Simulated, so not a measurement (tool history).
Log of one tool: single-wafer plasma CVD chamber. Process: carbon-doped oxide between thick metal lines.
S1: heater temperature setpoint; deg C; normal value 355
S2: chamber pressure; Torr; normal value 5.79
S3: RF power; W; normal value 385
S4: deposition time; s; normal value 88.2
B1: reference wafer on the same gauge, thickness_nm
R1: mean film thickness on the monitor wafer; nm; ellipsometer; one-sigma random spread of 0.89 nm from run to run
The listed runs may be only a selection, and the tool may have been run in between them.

run,hour,S1,S2,S3,S4,B1,R1
1,0.0,355,6.18,385,88.2,372.463,334.043
2,15.2,355,6.18,385,88.2,371.845,335.380
3,25.7,355,6.18,385,88.2,372.332,334.061
4,35.0,355,5.79,340,88.2,371.704,316.440
# hour 47.5: RF generator calibrated
5,48.0,355,5.79,340,88.2,372.050,326.515
6,63.2,355,5.79,340,88.2,372.031,327.019
# hour 87.4: thermocouple changed; heater temperature recalibrated
7,115.2,355,5.79,385,88.2,372.037,342.918
# hour 122.8: gauge calibrated
# hour 139.6: showerhead replaced
8,140.1,355,5.79,385,88.2,372.306,343.774
9,143.1,355,5.04,385,104.1,372.218,395.909
10,153.6,362,6.50,385,88.2,371.951,341.553
11,160.6,355,5.79,385,88.2,371.940,342.081
# hour 168.7: capacitance manometer re-zeroed and calibrated
12,171.0,343,6.41,310,81.2,372.318,301.131
13,182.4,355,5.01,435,88.2,372.206,353.635
14,196.1,343,6.41,310,81.2,371.941,300.439
15,211.1,355,6.25,460,88.2,372.198,372.349
16,220.1,355,4.57,385,88.2,372.133,331.599
17,228.5,355,5.79,440,88.2,371.657,361.884
18,244.3,355,6.78,315,88.2,372.119,321.159
19,257.9,355,4.83,385,101.7,372.226,383.702
20,309.4,355,5.79,385,88.2,371.969,341.369
21,318.5,344,6.73,385,88.2,372.114,355.429
22,356.9,355,5.79,385,97.7,372.074,378.122
23,374.4,366,4.43,460,88.2,371.726,346.118
24,382.3,355,5.79,415,88.2,371.916,351.152
25,391.4,355,5.79,385,88.2,372.207,342.166
# hour 402.7: gauge calibrated
26,404.1,355,5.79,325,88.2,371.975,319.098
27,412.9,344,5.79,310,71.2,372.224,259.968
28,421.8,355,5.79,385,88.2,371.869,343.118
29,439.3,363,5.10,385,88.2,371.995,329.875

Some steps in R1 between neighbouring runs. How much of each would the tool show without its hidden state too (settings, what came in, random variation), and how much is left for the hidden state, with any gauge scatter that isn't in both results?
What the log doesn't record here: wafer temperature above the value expected at the setpoint (K); delivered RF power above the setpoint (%); true pressure above the setpoint (%); gauge reads high (%).
Run 4 -> 5: RF generator calibrated. R1 +10.075 nm: hidden state +10.605, all else -0.530.
Run 14 -> 15: S1 343 -> 355, S2 6.41 -> 6.25, S3 310 -> 460, S4 81.2 -> 88.2. R1 +71.910 nm: hidden state -0.452, all else +72.362.
Run 27 -> 28: S1 344 -> 355, S3 310 -> 385, S4 71.2 -> 88.2. R1 +83.150 nm: hidden state -0.948, all else +84.098.

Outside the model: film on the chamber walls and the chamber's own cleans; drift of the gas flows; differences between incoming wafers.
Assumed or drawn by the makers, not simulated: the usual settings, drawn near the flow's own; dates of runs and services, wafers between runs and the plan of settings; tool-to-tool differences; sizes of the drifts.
